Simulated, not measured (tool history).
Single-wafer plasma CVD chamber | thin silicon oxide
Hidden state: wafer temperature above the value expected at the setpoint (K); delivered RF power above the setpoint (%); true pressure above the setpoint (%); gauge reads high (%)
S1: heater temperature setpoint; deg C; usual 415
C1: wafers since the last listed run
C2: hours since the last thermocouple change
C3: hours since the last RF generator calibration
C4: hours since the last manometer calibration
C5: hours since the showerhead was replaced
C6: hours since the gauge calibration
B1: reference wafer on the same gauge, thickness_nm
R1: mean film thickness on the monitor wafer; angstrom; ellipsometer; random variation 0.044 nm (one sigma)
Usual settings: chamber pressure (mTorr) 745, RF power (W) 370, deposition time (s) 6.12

{"run": 1, "hour": 0.0, "S1": 415, "chamber pressure (mTorr)": 706, "RF power (W)": 385, "deposition time (s)": 6.12, "C1": 0, "C2": 1600, "C3": 208.9, "C4": 188.1, "C5": 6026.9, "C6": 733.2, "B1": 12.301, "R1": 115.27}
{"run": 2, "hour": 62.6, "S1": 415, "chamber pressure (mTorr)": 745, "RF power (W)": 370, "deposition time (s)": 6.12, "C1": 1763, "C2": 1662.6, "C3": 271.5, "C4": 250.7, "C5": 6089.5, "C6": 795.8, "B1": 12.298, "R1": 120.79}
{"run": 3, "hour": 107.9, "S1": 415, "chamber pressure (mTorr)": 745, "RF power (W)": 370, "deposition time (s)": 6.12, "C1": 1276, "C2": 1707.9, "C3": 316.8, "C4": 296, "C5": 6134.8, "C6": 841.1, "B1": 12.298, "R1": 119.68}
{"run": 4, "hour": 162.4, "S1": 415, "chamber pressure (mTorr)": 745, "RF power (W)": 370, "deposition time (s)": 6.12, "C1": 1535, "C2": 1762.4, "C3": 371.3, "C4": 350.5, "C5": 6189.3, "C6": 895.6, "B1": 12.297, "R1": 120.29}
{"run": 5, "hour": 186.5, "S1": 415, "chamber pressure (mTorr)": 745, "RF power (W)": 370, "deposition time (s)": 6.12, "C1": 678, "C2": 1786.5, "C3": 395.4, "C4": 374.6, "C5": 6213.4, "C6": 919.7, "B1": 12.297, "R1": 120.05}
{"run": 6, "hour": 231.2, "S1": 415, "chamber pressure (mTorr)": 745, "RF power (W)": 370, "deposition time (s)": 6.12, "C1": 1259, "C2": 1831.2, "C3": 440.1, "C4": 419.3, "C5": 6258.1, "C6": 964.4, "B1": 12.286, "R1": 120.35}
{"run": 7, "hour": 272.6, "S1": 415, "chamber pressure (mTorr)": 745, "RF power (W)": 370, "deposition time (s)": 6.97, "C1": 1166, "C2": 1872.6, "C3": 481.5, "C4": 460.7, "C5": 6299.5, "C6": 1005.8, "B1": 12.28, "R1": 136.61}
{"run": 8, "hour": 317.9, "S1": 415, "chamber pressure (mTorr)": 745, "RF power (W)": 370, "deposition time (s)": 6.97, "C1": 1276, "C2": 1917.9, "C3": 526.8, "C4": 506, "C5": 6344.8, "C6": 1051.1, "B1": 12.313, "R1": 136.18}
{"hour": 362.2, "done": "gauge calibrated"}
{"run": 9, "hour": 371.9, "S1": 415, "chamber pressure (mTorr)": 745, "RF power (W)": 370, "deposition time (s)": 6.97, "C1": 1521, "C2": 1971.9, "C3": 580.8, "C4": 560, "C5": 6398.8, "C6": 9.7, "B1": 12.299, "R1": 136.06}
{"run": 10, "hour": 436.1, "S1": 405, "chamber pressure (mTorr)": 745, "RF power (W)": 370, "deposition time (s)": 6.12, "C1": 1808, "C2": 2036.1, "C3": 645, "C4": 624.2, "C5": 6463, "C6": 73.9, "B1": 12.299, "R1": 120.21}
{"run": 11, "hour": 492.4, "S1": 405, "chamber pressure (mTorr)": 745, "RF power (W)": 370, "deposition time (s)": 6.12, "C1": 1585, "C2": 2092.4, "C3": 701.3, "C4": 680.5, "C5": 6519.3, "C6": 130.2, "B1": 12.294, "R1": 119.71}
{"run": 12, "hour": 553.4, "S1": 405, "chamber pressure (mTorr)": 745, "RF power (W)": 370, "deposition time (s)": 6.12, "C1": 1718, "C2": 2153.4, "C3": 762.3, "C4": 741.5, "C5": 6580.3, "C6": 191.2, "B1": 12.294, "R1": 119.83}
{"hour": 572.1, "done": "thermocouple changed; heater temperature recalibrated"}
{"run": 13, "hour": 594.2, "S1": 415, "chamber pressure (mTorr)": 745, "RF power (W)": 425, "deposition time (s)": 5.16, "C1": 923, "C2": 22.1, "C3": 803.1, "C4": 782.3, "C5": 6621.1, "C6": 232, "B1": 12.298, "R1": 107.87}
{"hour": 617.2, "done": "RF generator calibrated"}
{"run": 14, "hour": 658.8, "S1": 415, "chamber pressure (mTorr)": 745, "RF power (W)": 370, "deposition time (s)": 6.12, "C1": 1594, "C2": 86.7, "C3": 41.6, "C4": 846.9, "C5": 6685.7, "C6": 296.6, "B1": 12.294, "R1": 122.86}
{"run": 15, "hour": 689.0, "S1": 415, "chamber pressure (mTorr)": 745, "RF power (W)": 395, "deposition time (s)": 5.33, "C1": 850, "C2": 116.9, "C3": 71.8, "C4": 877.1, "C5": 6715.9, "C6": 326.8, "B1": 12.31, "R1": 110.52}
{"hour": 752.7, "done": "showerhead replaced"}
{"run": 16, "hour": 805.8, "S1": 415, "chamber pressure (mTorr)": 745, "RF power (W)": 370, "deposition time (s)": 6.12, "C1": 3064, "C2": 233.7, "C3": 188.6, "C4": 993.9, "C5": 53.1, "C6": 443.6, "B1": 12.281, "R1": 122.67}
{"run": 17, "hour": 832.7, "S1": 407, "chamber pressure (mTorr)": 635, "RF power (W)": 370, "deposition time (s)": 6.55, "C1": 757, "C2": 260.6, "C3": 215.5, "C4": 1020.8, "C5": 80, "C6": 470.5, "B1": 12.298, "R1": 111.69}
{"run": 18, "hour": 884.7, "S1": 405, "chamber pressure (mTorr)": 876, "RF power (W)": 335, "deposition time (s)": 5.63, "C1": 1464, "C2": 312.6, "C3": 267.5, "C4": 1072.8, "C5": 132, "C6": 522.5, "B1": 12.304, "R1": 122.14}
{"run": 19, "hour": 938.1, "S1": 404, "chamber pressure (mTorr)": 745, "RF power (W)": 370, "deposition time (s)": 6.12, "C1": 1504, "C2": 366, "C3": 320.9, "C4": 1126.2, "C5": 185.4, "C6": 575.9, "B1": 12.28, "R1": 122.62}
{"run": 20, "hour": 992.5, "S1": 415, "chamber pressure (mTorr)": 745, "RF power (W)": 370, "deposition time (s)": 7.31, "C1": 1532, "C2": 420.4, "C3": 375.3, "C4": 1180.6, "C5": 239.8, "C6": 630.3, "B1": 12.299, "R1": 145.45}
{"run": 21, "hour": 1036.7, "S1": 415, "chamber pressure (mTorr)": 884, "RF power (W)": 370, "deposition time (s)": 6.12, "C1": 1245, "C2": 464.6, "C3": 419.5, "C4": 1224.8, "C5": 284, "C6": 674.5, "B1": 12.295, "R1": 141.09}
{"hour": 1062.4, "done": "capacitance manometer re-zeroed and calibrated"}
{"run": 22, "hour": 1073.6, "S1": 419, "chamber pressure (mTorr)": 745, "RF power (W)": 425, "deposition time (s)": 6.98, "C1": 814, "C2": 501.5, "C3": 456.4, "C4": 11.2, "C5": 320.9, "C6": 711.4, "B1": 12.302, "R1": 141.41}
{"run": 23, "hour": 1121.0, "S1": 415, "chamber pressure (mTorr)": 745, "RF power (W)": 370, "deposition time (s)": 6.12, "C1": 1335, "C2": 548.9, "C3": 503.8, "C4": 58.6, "C5": 368.3, "C6": 758.8, "B1": 12.304, "R1": 116.32}
{"run": 24, "hour": 1152.3, "S1": 415, "chamber pressure (mTorr)": 745, "RF power (W)": 370, "deposition time (s)": 6.12, "C1": 881, "C2": 580.2, "C3": 535.1, "C4": 89.9, "C5": 399.6, "C6": 790.1, "B1": 12.309, "R1": 116.5}
{"run": 25, "hour": 1221.7, "S1": 415, "chamber pressure (mTorr)": 655, "RF power (W)": 370, "deposition time (s)": 4.94, "C1": 1954, "C2": 649.6, "C3": 604.5, "C4": 159.3, "C5": 469, "C6": 859.5, "B1": 12.294, "R1": 82.38}
{"run": 26, "hour": 1255.9, "S1": 415, "chamber pressure (mTorr)": 745, "RF power (W)": 370, "deposition time (s)": 6.12, "C1": 963, "C2": 683.8, "C3": 638.7, "C4": 193.5, "C5": 503.2, "C6": 893.7, "B1": 12.315, "R1": 116.34}
{"run": 27, "hour": 1321.5, "S1": 404, "chamber pressure (mTorr)": 745, "RF power (W)": 345, "deposition time (s)": 7.17, "C1": 1847, "C2": 749.4, "C3": 704.3, "C4": 259.1, "C5": 568.8, "C6": 959.3, "B1": 12.32, "R1": 131.7}
{"hour": 1377.4, "done": "RF generator calibrated"}
{"run": 28, "hour": 1452.1, "S1": 415, "chamber pressure (mTorr)": 654, "RF power (W)": 370, "deposition time (s)": 5.2, "C1": 3453, "C2": 880, "C3": 74.7, "C4": 389.7, "C5": 699.4, "C6": 1089.9, "B1": 12.296, "R1": 90.14}
{"run": 29, "hour": 1520.3, "S1": 415, "chamber pressure (mTorr)": 745, "RF power (W)": 370, "deposition time (s)": 6.12, "C1": 1921, "C2": 948.2, "C3": 142.9, "C4": 457.9, "C5": 767.6, "C6": 1158.1, "B1": 12.303, "R1": 121.04}

Some steps in R1 between neighbouring runs. How much of each would the tool show without its hidden state too (settings, what came in, random variation), and how much is left for the hidden state, with any gauge scatter that isn't in both results?
Run 21 -> 22: S1 415 -> 419, chamber pressure (mTorr) 884 -> 745, RF power (W) 370 -> 425, deposition time (s) 6.12 -> 6.98, capacitance manometer re-zeroed and calibrated. R1 +0.32 angstrom: hidden state -5.94, all else +6.26.
Run 24 -> 25: chamber pressure (mTorr) 745 -> 655, deposition time (s) 6.12 -> 4.94. R1 -34.12 angstrom: hidden state +0.97, all else -35.09.
Run 27 -> 28: S1 404 -> 415, chamber pressure (mTorr) 745 -> 654, RF power (W) 345 -> 370, deposition time (s) 7.17 -> 5.2, RF generator calibrated. R1 -41.56 angstrom: hidden state +4.42, all else -45.98.

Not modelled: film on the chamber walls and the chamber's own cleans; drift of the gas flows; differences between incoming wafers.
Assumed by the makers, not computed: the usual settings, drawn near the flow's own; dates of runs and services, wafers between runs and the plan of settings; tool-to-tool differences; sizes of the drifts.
